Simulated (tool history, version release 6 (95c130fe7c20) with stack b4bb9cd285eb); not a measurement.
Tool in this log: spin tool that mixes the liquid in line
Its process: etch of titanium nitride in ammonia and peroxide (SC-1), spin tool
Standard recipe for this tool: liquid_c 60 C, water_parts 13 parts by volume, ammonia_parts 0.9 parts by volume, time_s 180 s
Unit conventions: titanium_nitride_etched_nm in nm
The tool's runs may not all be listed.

run	hour	liquid_c	water_parts	ammonia_parts	time_s	wafers since the last listed run	hours since the thermometer was replaced	hours since the ammonia flow meter was replaced	hours since the heated supply line was repaired	hours since the drum of ammonia solution was connected	hours since the gauge calibration	read-back film thickness of the titanium nitride reference wafer, read on the same gauge (nm)	titanium_nitride_etched_nm
1	0	60	13	0.9	180	0	2421.7	542.8	2914.3	247.4	244.4	49.98	16.16
2	101.6	60	13	0.9	180	965	2523.3	644.4	3015.9	349	346	50.01	15.86
3	158.4	60	13	0.9	180	540	2580.1	701.2	3072.7	405.8	402.8	50	15.95
# hour 195.3: ammonia flow meter replaced
4	248.3	51	17	0.9	250	845	2670	53	3162.6	495.7	492.7	50.01	10.41
5	284.9	60	13	0.9	180	347	2706.6	89.6	3199.2	532.3	529.3	49.98	16.1
# hour 330.3: new drum of ammonia solution connected
6	530.9	60	13	0.9	180	2329	2952.6	335.6	3445.2	200.6	775.3	50.03	15.86
# hour 620.9: thermometer replaced
7	673	60	13	1.1	285	1341	52.1	477.7	3587.3	342.7	917.4	49.97	29.04
8	716.2	60	15	1.15	100	410	95.3	520.9	3630.5	385.9	960.6	50.01	9.32
9	780.4	60	11	0.9	180	610	159.5	585.1	3694.7	450.1	1024.8	50.01	18.89
# hour 838.6: ammonia flow meter replaced
10	847	60	13	1.2	180	623	226.1	8.4	3761.3	516.7	1091.4	49.98	17.95
11	919.8	51	13	0.9	180	692	298.9	81.2	3834.1	589.5	1164.2	50.03	9.43
# hour 977.9: new drum of ammonia solution connected
12	1182.5	51	7	1.05	180	2488	561.6	343.9	4096.8	204.6	1426.9	50.01	13.21
# hour 1188.6: heated supply line repaired
13	1247.7	60	13	0.9	280	610	626.8	409.1	59.1	269.8	1492.1	49.99	26.5
14	1300	60	13	0.9	180	497	679.1	461.4	111.4	322.1	1544.4	50	17.03
15	1402.9	60	16.5	0.55	180	978	782	564.3	214.3	425	1647.3	49.99	13.77
# hour 1447.9: ammonia flow meter replaced
16	1477.6	60	15.5	0.9	180	700	856.7	29.7	289	499.7	1722	50.02	15.31
17	1543.6	60	9	1.15	180	627	922.7	95.7	355	565.7	1788	50.01	21
18	1579.9	60	13	0.9	180	345	959	132	391.3	602	1824.3	49.99	16.9
19	1653.7	54	17	1.15	275	701	1032.8	205.8	465.1	675.8	1898.1	50.03	15.66
# hour 1689.4: new drum of ammonia solution connected
20	1709.1	60	13	0.5	180	517	1088.2	261.2	520.5	19.7	1953.5	49.98	15.23
21	1757.6	60	6.5	0.9	180	461	1136.7	309.7	569	68.2	2002	49.99	23.69
22	1821.1	50	15.5	1.2	125	603	1200.2	373.2	632.5	131.7	2065.5	49.98	5.62
23	1880.3	63	13	0.5	260	562	1259.4	432.4	691.7	190.9	2124.7	49.97	26.89
24	1979.2	65	19.5	0.7	140	940	1358.3	531.3	790.6	289.8	2223.6	50.04	13.89

Each row is a separate what-if for the run after 24, all from the same tool condition, not one after another. Results?
A	1979.7	60	13	0.9	180	4	1358.8	531.8	791.1	290.3	2224.1	?	?
B	1979.7	66.5	13	0.9	95	4	1358.8	531.8	791.1	290.3	2224.1	?	?
C	1979.7	60	17	0.75	180	4	1358.8	531.8	791.1	290.3	2224.1	?	?
D	1979.7	60	17	0.9	225	4	1358.8	531.8	791.1	290.3	2224.1	?	?

run	read-back film thickness of the titanium nitride reference wafer, read on the same gauge (nm)	titanium_nitride_etched_nm
A	50	16.81
B	50	13.5
C	50	14.12
D	50	18.22
What these runs would have given with no unlogged condition in the tool:
run	titanium_nitride_etched_nm
A	17.7
B	14.19
C	14.87
D	19.19

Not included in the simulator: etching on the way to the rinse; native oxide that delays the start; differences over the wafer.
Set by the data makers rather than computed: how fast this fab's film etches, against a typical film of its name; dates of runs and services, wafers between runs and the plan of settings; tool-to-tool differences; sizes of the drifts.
